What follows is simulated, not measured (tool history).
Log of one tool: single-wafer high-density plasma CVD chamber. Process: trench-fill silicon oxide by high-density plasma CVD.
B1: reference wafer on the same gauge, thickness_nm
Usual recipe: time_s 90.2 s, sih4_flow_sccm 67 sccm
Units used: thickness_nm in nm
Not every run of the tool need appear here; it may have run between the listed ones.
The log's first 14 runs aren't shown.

At hour 976.2: gauge calibrated.
Run 15, hour 1027.5: usual settings; B1 453.273. Result: thickness_nm 572.841 nm.
Run 16, hour 1130.8: usual settings; B1 453.357. Result: thickness_nm 573.347 nm.
Run 17, hour 1218.5: usual settings but sih4_flow_sccm 57 sccm; B1 452.195. Result: thickness_nm 516.506 nm.
Run 18, hour 1284.2: usual settings but sih4_flow_sccm 57 sccm; B1 453.162. Result: thickness_nm 519.302 nm.
Run 19, hour 1366.5: usual settings but sih4_flow_sccm 57 sccm; B1 452.636. Result: thickness_nm 522.144 nm.
Run 20, hour 1470.7: usual settings but time_s 79.3 s, sih4_flow_sccm 54 sccm; B1 453.474. Result: thickness_nm 441.120 nm.
Run 21, hour 1530.9: usual settings but time_s 73.1 s; B1 452.815. Result: thickness_nm 477.751 nm.
Run 22, hour 1585.0: usual settings but time_s 95.7 s, sih4_flow_sccm 54 sccm; B1 452.931. Result: thickness_nm 531.024 nm.
At hour 1632.7: silane flow controller replaced.
Run 23, hour 1646.0: usual settings but sih4_flow_sccm 62 sccm; B1 452.696. Result: thickness_nm 518.084 nm.
Run 24, hour 1753.0: usual settings but time_s 104.5 s, sih4_flow_sccm 75 sccm; B1 453.502. Result: thickness_nm 688.812 nm.
Run 25, hour 1844.4: usual settings but time_s 94.9 s; B1 452.793. Result: thickness_nm 575.810 nm.
Run 26, hour 1919.0: usual settings but time_s 79.3 s; B1 453.210. Result: thickness_nm 481.688 nm.
Run 27, hour 2010.7: usual settings but time_s 102.3 s, sih4_flow_sccm 72 sccm; B1 453.191. Result: thickness_nm 651.626 nm.
Run 28, hour 2182.1: usual settings but sih4_flow_sccm 57 sccm; B1 453.047. Result: thickness_nm 491.272 nm.
Run 29, hour 2237.4: usual settings but sih4_flow_sccm 79 sccm; B1 453.710. Result: thickness_nm 614.710 nm.
Run 30, hour 2297.0: usual settings; B1 453.017. Result: thickness_nm 544.917 nm.
Run 31, hour 2334.0: usual settings but time_s 98.2 s, sih4_flow_sccm 75 sccm; B1 453.116. Result: thickness_nm 649.578 nm.
Run 32, hour 2426.1: usual settings; B1 452.794. Result: thickness_nm 550.007 nm.
At hour 2469.5: gauge calibrated.
Run 33, hour 2495.1: usual settings; B1 452.885. Result: thickness_nm 548.732 nm.
Run 34, hour 2552.7: usual settings; B1 452.864. Result: thickness_nm 546.896 nm.
Run 35, hour 2619.2: usual settings but time_s 82.5 s, sih4_flow_sccm 76 sccm; B1 452.365. Result: thickness_nm 550.146 nm.
Run 36, hour 2683.2: usual settings but time_s 104.6 s, sih4_flow_sccm 79 sccm; B1 453.172. Result: thickness_nm 720.824 nm.
Run 37, hour 2771.5: usual settings but time_s 99.9 s, sih4_flow_sccm 56 sccm; B1 452.433. Result: thickness_nm 537.913 nm.
Run 38, hour 2831.3: usual settings but time_s 78.7 s, sih4_flow_sccm 61 sccm; B1 453.057. Result: thickness_nm 444.660 nm.

Each row is a separate what-if for the run after 38, all from the same tool condition, not one after another. Results?
Run A, hour 2831.7: usual settings but time_s 105.2 s; B1 ?. Result: thickness_nm ?.
Run B, hour 2831.7: usual settings but time_s 81.7 s, sih4_flow_sccm 57 sccm; B1 ?. Result: thickness_nm ?.
Run C, hour 2831.7: usual settings but time_s 80.4 s, sih4_flow_sccm 57 sccm; B1 ?. Result: thickness_nm ?.
Run D, hour 2831.7: usual settings but sih4_flow_sccm 71 sccm; B1 ?. Result: thickness_nm ?.

run       B1  thickness_nm
  A  452.732       639.129
  B  452.732       442.616
  C  452.732       435.573
  D  452.732       571.731
What these runs would have given with no unlogged condition in the tool:
run  thickness_nm
  A       639.759
  B       443.053
  C       436.003
  D       572.296
